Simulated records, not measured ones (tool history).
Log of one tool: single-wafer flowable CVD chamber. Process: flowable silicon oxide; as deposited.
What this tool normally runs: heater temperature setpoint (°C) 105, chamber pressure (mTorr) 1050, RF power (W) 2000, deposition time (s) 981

run	hour	heater temperature setpoint (°C)	chamber pressure (mTorr)	RF power (W)	deposition time (s)	wafers since the last listed run	hours since the last thermocouple change	hours since the last RF generator calibration	hours since the last manometer calibration	hours since the showerhead was replaced	hours since the gauge calibration	read-back reference wafer on the same gauge, thickness_nm	mean film thickness on the monitor wafer (Å)
1	0	105	1050	2000	981	0	637.7	1708.4	77.5	2801.8	2851.7	807.255	7187.72
2	106.1	102	1180	2000	981	259	743.8	1814.5	183.6	2907.9	2957.8	808.111	9097.4
3	211.9	105	1050	2000	981	258	849.6	1920.3	289.4	3013.7	3063.6	807.076	7183.7
4	253.7	100	1230	1860	1033	102	891.4	1962.1	331.2	3055.5	3105.4	808.531	10454.19
5	300.6	112	930	2000	981	114	938.3	2009	378.1	3102.4	3152.3	807.691	4933.96
6	404	105	1050	2390	981	253	1041.7	2112.4	481.5	3205.8	3255.7	809.222	7470.97
# hour 416.9: thermocouple changed; heater temperature recalibrated
7	475.8	105	1250	2000	981	156	58.9	2184.2	553.3	3277.6	3327.5	807.679	8515.06
# hour 484.6: gauge calibrated
8	560.4	114	1210	1680	898	207	143.5	2268.8	637.9	3362.2	75.8	839.424	5285.64
9	644	94	960	1605	901	204	227.1	2352.4	721.5	3445.8	159.4	834.652	8758.64
10	685.7	105	940	2000	902	102	268.8	2394.1	763.2	3487.5	201.1	834.389	6056.99
11	722.7	105	950	2000	981	90	305.8	2431.1	800.2	3524.5	238.1	832.527	6725.04
12	762.1	105	1050	2000	981	96	345.2	2470.5	839.6	3563.9	277.5	831.904	7343.7
13	837.2	105	1050	2000	981	183	420.3	2545.6	914.7	3639	352.6	829.758	7329.84
14	875.1	96	790	2000	1173	92	458.2	2583.5	952.6	3676.9	390.5	830.493	9171.33
15	920.9	90	1050	2000	981	112	504	2629.3	998.4	3722.7	436.3	827.648	12971.28
# hour 936.4: capacitance manometer re-zeroed and calibrated
16	1010.2	97	1050	2000	981	198	593.3	2718.6	73.8	3812	525.6	827.048	9952.71
17	1070.6	114	1210	1680	898	147	653.7	2779	134.2	3872.4	586	825.621	5277.95
18	1109.6	105	1050	2300	981	95	692.7	2818	173.2	3911.4	625	824.501	7534.82
# hour 1121.4: RF generator calibrated
19	1188.8	116	860	2230	1175	174	771.9	67.4	252.4	3990.6	704.2	822.83	4891.36
# hour 1216.8: showerhead replaced
# hour 1225.9: thermocouple changed; heater temperature recalibrated
20	1291.2	105	890	2255	981	211	65.3	169.8	354.8	74.4	806.6	820.908	6244.77
21	1375.8	117	1050	2200	1073	207	149.9	254.4	439.4	159	891.2	819.147	5247.69
22	1436.9	101	1050	2115	981	149	211	315.5	500.5	220.1	952.3	819.177	8669.01
23	1504.5	105	1050	2000	981	165	278.6	383.1	568.1	287.7	1019.9	817.91	7291.26
24	1573	110	910	1805	981	167	347.1	451.6	636.6	356.2	1088.4	816.743	5061.21
25	1623	105	1050	2000	1065	122	397.1	501.6	686.6	406.2	1138.4	815.679	7889.52
26	1800.9	100	1230	1860	1033	435	575	679.5	864.5	584.1	1316.3	814.733	10546.43
27	1846	105	1280	2000	1065	110	620.1	724.6	909.6	629.2	1361.4	813.551	9491.06
# hour 1865.9: capacitance manometer re-zeroed and calibrated
28	1937.4	97	1140	2000	1075	204	711.5	816	71.5	720.6	1452.8	813.956	11657.52

4 options for the next run, each taken on its own from the tool as it stands now. Forecast them:
A	1938.1	105	1050	2000	981	1	712.2	816.7	72.2	721.3	1453.5	?	?
B	1938.1	105	960	2000	843	1	712.2	816.7	72.2	721.3	1453.5	?	?
C	1938.1	105	1260	1890	981	1	712.2	816.7	72.2	721.3	1453.5	?	?
D	1938.1	105	1180	2000	811	1	712.2	816.7	72.2	721.3	1453.5	?	?

run	read-back reference wafer on the same gauge, thickness_nm	mean film thickness on the monitor wafer (Å)
A	813.766	7239.86
B	813.766	5666.94
C	813.766	8518.92
D	813.766	6707.15
The same runs, with their run-to-run variation unchanged, on a tool lacking any hidden condition would have given:
run	mean film thickness on the monitor wafer (Å)
A	7465.13
B	5843.27
C	8783.99
D	6915.85

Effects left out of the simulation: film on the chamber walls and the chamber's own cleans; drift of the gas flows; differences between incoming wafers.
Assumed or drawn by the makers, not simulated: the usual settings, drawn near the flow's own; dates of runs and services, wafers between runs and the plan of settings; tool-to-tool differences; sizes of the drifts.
